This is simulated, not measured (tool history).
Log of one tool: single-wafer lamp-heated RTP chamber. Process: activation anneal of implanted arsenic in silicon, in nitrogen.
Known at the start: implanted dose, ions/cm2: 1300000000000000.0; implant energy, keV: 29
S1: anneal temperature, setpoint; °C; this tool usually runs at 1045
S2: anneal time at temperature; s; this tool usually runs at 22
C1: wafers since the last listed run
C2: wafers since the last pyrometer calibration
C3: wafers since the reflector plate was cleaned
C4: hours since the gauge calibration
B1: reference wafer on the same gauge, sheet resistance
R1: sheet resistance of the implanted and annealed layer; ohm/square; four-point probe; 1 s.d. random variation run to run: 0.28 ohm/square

Run 1, hour 0.0: usual settings; C1 0; C2 10363; C3 3044; C4 2927.5; B1 105.07. Result: R1 100.81 ohm/square.
At hour 27.0: pyrometer window cleaned and pyrometer calibrated.
Run 2, hour 115.7: usual settings; C1 1861; C2 1533; C3 4906; C4 3043.2; B1 104.96. Result: R1 101.61 ohm/square.
Run 3, hour 193.3: usual settings; C1 1341; C2 2874; C3 6248; C4 3120.8; B1 104.97. Result: R1 101.29 ohm/square.
Run 4, hour 282.7: usual settings; C1 1545; C2 4420; C3 7793; C4 3210.2; B1 104.99. Result: R1 100.68 ohm/square.
Run 5, hour 336.2: usual settings; C1 924; C2 5345; C3 8718; C4 3263.7; B1 104.99. Result: R1 100.20 ohm/square.
Run 6, hour 416.0: usual settings; C1 1379; C2 6725; C3 10098; C4 3343.5; B1 104.97. Result: R1 99.81 ohm/square.
Run 7, hour 479.1: usual settings; C1 1090; C2 7815; C3 11189; C4 3406.6; B1 105.03. Result: R1 99.43 ohm/square.
Run 8, hour 539.8: usual settings but S1 1022 °C, S2 14 s; C1 1049; C2 8865; C3 12238; C4 3467.3; B1 105.01. Result: R1 107.18 ohm/square.
At hour 629.8: reflector plate cleaned.
Run 9, hour 641.7: usual settings but S1 1022 °C, S2 14 s; C1 1623; C2 10488; C3 206; C4 3569.2; B1 104.99. Result: R1 108.39 ohm/square.
Run 10, hour 722.6: usual settings but S1 1022 °C, S2 14 s; C1 1398; C2 11887; C3 1605; C4 3650.1; B1 104.99. Result: R1 108.48 ohm/square.
At hour 795.4: pyrometer window cleaned and pyrometer calibrated.
Run 11, hour 804.5: usual settings but S2 18 s; C1 1277; C2 156; C3 2882; C4 3732.0; B1 104.98. Result: R1 104.82 ohm/square.
At hour 819.9: gauge calibrated.
Run 12, hour 890.0: usual settings but S1 1052 °C; C1 1478; C2 1634; C3 4360; C4 70.1; B1 104.95. Result: R1 100.28 ohm/square.
Run 13, hour 1137.0: usual settings but S1 1052 °C; C1 4270; C2 5905; C3 8631; C4 317.1; B1 104.99. Result: R1 98.59 ohm/square.
Run 14, hour 1178.1: usual settings; C1 710; C2 6615; C3 9341; C4 358.2; B1 105.03. Result: R1 100.30 ohm/square.
Run 15, hour 1217.1: usual settings but S1 1053 °C, S2 30 s; C1 674; C2 7289; C3 10015; C4 397.2; B1 105.08. Result: R1 95.87 ohm/square.
Run 16, hour 1315.2: usual settings; C1 1695; C2 8985; C3 11711; C4 495.3; B1 105.05. Result: R1 99.26 ohm/square.
At hour 1423.8: reflector plate cleaned.
At hour 1442.8: pyrometer window cleaned and pyrometer calibrated.
Run 17, hour 1465.7: usual settings but S1 1061 °C, S2 9 s; C1 2325; C2 396; C3 585; C4 645.8; B1 105.03. Result: R1 106.74 ohm/square.
Run 18, hour 1536.5: usual settings; C1 1224; C2 1620; C3 1809; C4 716.6; B1 105.03. Result: R1 101.66 ohm/square.
Run 19, hour 1583.3: usual settings but S1 1063 °C, S2 13 s; C1 809; C2 2429; C3 2619; C4 763.4; B1 104.96. Result: R1 102.54 ohm/square.
Run 20, hour 1682.1: usual settings but S2 17 s; C1 1708; C2 4137; C3 4327; C4 862.2; B1 105.02. Result: R1 102.78 ohm/square.
Run 21, hour 1758.6: usual settings but S1 1037 °C, S2 17 s; C1 1322; C2 5460; C3 5649; C4 938.7; B1 105.01. Result: R1 104.01 ohm/square.
Run 22, hour 1864.7: usual settings but S1 1073 °C, S2 9 s; C1 1834; C2 7294; C3 7484; C4 1044.8; B1 105.01. Result: R1 102.29 ohm/square.
Run 23, hour 1902.4: usual settings but S1 1071 °C, S2 11 s; C1 651; C2 7946; C3 8135; C4 1082.5; B1 104.97. Result: R1 101.48 ohm/square.
Run 24, hour 1974.9: usual settings; C1 1253; C2 9199; C3 9389; C4 1155.0; B1 104.99. Result: R1 99.09 ohm/square.
Run 25, hour 2038.7: usual settings but S1 1055 °C, S2 31 s; C1 1102; C2 10302; C3 10492; C4 1218.8; B1 105.06. Result: R1 94.66 ohm/square.
Run 26, hour 2097.1: usual settings but S1 1063 °C, S2 33 s; C1 1009; C2 11312; C3 11501; C4 1277.2; B1 104.94. Result: R1 92.09 ohm/square.
At hour 2162.3: pyrometer window cleaned and pyrometer calibrated.
Run 27, hour 2177.5: usual settings but S1 1016 °C, S2 29 s; C1 1251; C2 263; C3 12753; C4 1357.6; B1 104.99. Result: R1 104.23 ohm/square.
At hour 2237.6: reflector plate cleaned.
Run 28, hour 2280.6: usual settings but S1 1070 °C, S2 26 s; C1 1644; C2 1907; C3 743; C4 1460.7; B1 104.93. Result: R1 95.65 ohm/square.
Run 29, hour 2388.2: usual settings but S1 1024 °C; C1 1860; C2 3767; C3 2604; C4 1568.3; B1 104.98. Result: R1 105.49 ohm/square.
Run 30, hour 2594.7: usual settings but S1 1024 °C, S2 15 s; C1 3570; C2 7337; C3 6174; C4 1774.8; B1 105.03. Result: R1 107.42 ohm/square.
Run 31, hour 2649.1: usual settings but S1 1073 °C, S2 9 s; C1 940; C2 8278; C3 7114; C4 1829.2; B1 105.07. Result: R1 102.48 ohm/square.
Run 32, hour 2757.0: usual settings; C1 1865; C2 10143; C3 8979; C4 1937.1; B1 105.07. Result: R1 99.62 ohm/square.
Run 33, hour 2812.4: usual settings; C1 957; C2 11101; C3 9937; C4 1992.5; B1 104.97. Result: R1 99.68 ohm/square.
At hour 2899.9: reflector plate cleaned.
Run 34, hour 2900.4: usual settings but S1 1067 °C, S2 15 s; C1 1383; C2 12484; C3 8; C4 2080.5; B1 104.95. Result: R1 99.00 ohm/square.
At hour 2937.5: pyrometer window cleaned and pyrometer calibrated.
Run 35, hour 2985.9: usual settings but S1 1037 °C, S2 11 s; C1 1339; C2 837; C3 1348; C4 2166.0; B1 104.95. Result: R1 108.92 ohm/square.

Describe how what the log doesn't record of the tool's condition differs between the last listed run preceding each entry between runs and the first listed run following it.
After run 1, before run 2: pyrometer window cleaned and pyrometer calibrated (hour 27.0)
  true wafer temperature minus pyrometer reading, K: 12.7 -> 5.31; wafer temperature error from the tarnished reflector plate, K: 0.708 -> 1.45
  measured value less the no-hidden-state value, R1: -2.55 -> -1.28 ohm/square
After run 8, before run 9: reflector plate cleaned (hour 629.8)
  true wafer temperature minus pyrometer reading, K: 12.5 -> 13; wafer temperature error from the tarnished reflector plate, K: 7.35 -> 0.277
  measured value less the no-hidden-state value, R1: -3.44 -> -2.28 ohm/square
After run 10, before run 11: pyrometer window cleaned and pyrometer calibrated (hour 795.4)
  true wafer temperature minus pyrometer reading, K: 13.3 -> 0.874; wafer temperature error from the tarnished reflector plate, K: 0.394 -> 0.696
  measured value less the no-hidden-state value, R1: -2.36 -> -0.29 ohm/square
After run 11, before run 12: gauge calibrated (hour 819.9)
  true wafer temperature minus pyrometer reading, K: 0.874 -> 4.65; wafer temperature error from the tarnished reflector plate, K: 0.696 -> 1.21
  measured value less the no-hidden-state value, R1: -0.29 -> -1.11 ohm/square
After run 16, before run 17: reflector plate cleaned (hour 1423.8); pyrometer window cleaned and pyrometer calibrated (hour 1442.8)
  true wafer temperature minus pyrometer reading, K: 11.7 -> 2.83; wafer temperature error from the tarnished reflector plate, K: 6.75 -> 0.114
  measured value less the no-hidden-state value, R1: -3.49 -> -0.50 ohm/square
After run 26, before run 27: pyrometer window cleaned and pyrometer calibrated (hour 2162.3)
  true wafer temperature minus pyrometer reading, K: 13.5 -> 1.77; wafer temperature error from the tarnished reflector plate, K: 6.34 -> 7.92
  measured value less the no-hidden-state value, R1: -3.63 -> -1.86 ohm/square
After run 27, before run 28: reflector plate cleaned (hour 2237.6)
  true wafer temperature minus pyrometer reading, K: 1.77 -> 6.05; wafer temperature error from the tarnished reflector plate, K: 7.92 -> 0.0278
  measured value less the no-hidden-state value, R1: -1.86 -> -1.12 ohm/square
After run 33, before run 34: reflector plate cleaned (hour 2899.9)
  true wafer temperature minus pyrometer reading, K: 12.8 -> 13.1; wafer temperature error from the tarnished reflector plate, K: 4.56 -> 0.424
  measured value less the no-hidden-state value, R1: -3.30 -> -2.44 ohm/square
After run 34, before run 35: pyrometer window cleaned and pyrometer calibrated (hour 2937.5)
  true wafer temperature minus pyrometer reading, K: 13.1 -> 3.28; wafer temperature error from the tarnished reflector plate, K: 0.424 -> 0.526
  measured value less the no-hidden-state value, R1: -2.44 -> -0.65 ohm/square

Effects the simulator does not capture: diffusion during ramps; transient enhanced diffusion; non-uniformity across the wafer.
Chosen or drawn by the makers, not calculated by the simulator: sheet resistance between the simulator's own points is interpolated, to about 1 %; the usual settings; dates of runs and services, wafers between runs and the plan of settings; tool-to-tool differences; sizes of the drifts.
